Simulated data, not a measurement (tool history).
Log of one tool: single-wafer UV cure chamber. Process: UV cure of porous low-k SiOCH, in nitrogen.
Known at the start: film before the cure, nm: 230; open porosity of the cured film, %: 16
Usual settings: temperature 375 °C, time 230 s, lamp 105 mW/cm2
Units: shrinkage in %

run	hour	temperature	time	lamp	shrinkage
1	0	375	230	105	9.323
2	64.6	375	230	105	9.78
3	117	375	230	105	9.475
4	158.8	375	230	105	9.365
# hour 217.6: quartz window cleaned
5	229.6	375	230	105	9.453
6	286.9	375	230	123	10.123
7	349	375	230	105	9.244
# hour 376.5: UV bulbs replaced
8	378	375	230	105	11.191
9	415.6	375	230	105	11.195
# hour 472.3: quartz window cleaned
10	472.8	375	230	105	11.461
11	677.8	390	315	105	12.821
# hour 705.9: quartz window cleaned
12	741.8	384	195	90	9.568
13	790.8	375	230	105	11.036
14	924.6	375	230	105	10.694
# hour 951.4: quartz window cleaned
15	983.3	365	150	105	8.242
16	1035.8	388	230	132	11.565
17	1084	375	190	105	9.564
18	1129.3	380	345	105	12.282
19	1180.9	375	230	105	10.003

What the log doesn't show, run by run:
transmission lost against a clean window, %: 0 in every run
H1: lamp output below its setpoint, %
run	H1
1	37.2
2	37.4
3	37.6
4	37.7
5	37.9
6	38
7	38.1
8	0.802
9	2.42
10	4.74
11	11.9
12	13.8
13	15.1
14	18.4
15	19.7
16	20.8
17	21.7
18	22.6
19	23.5
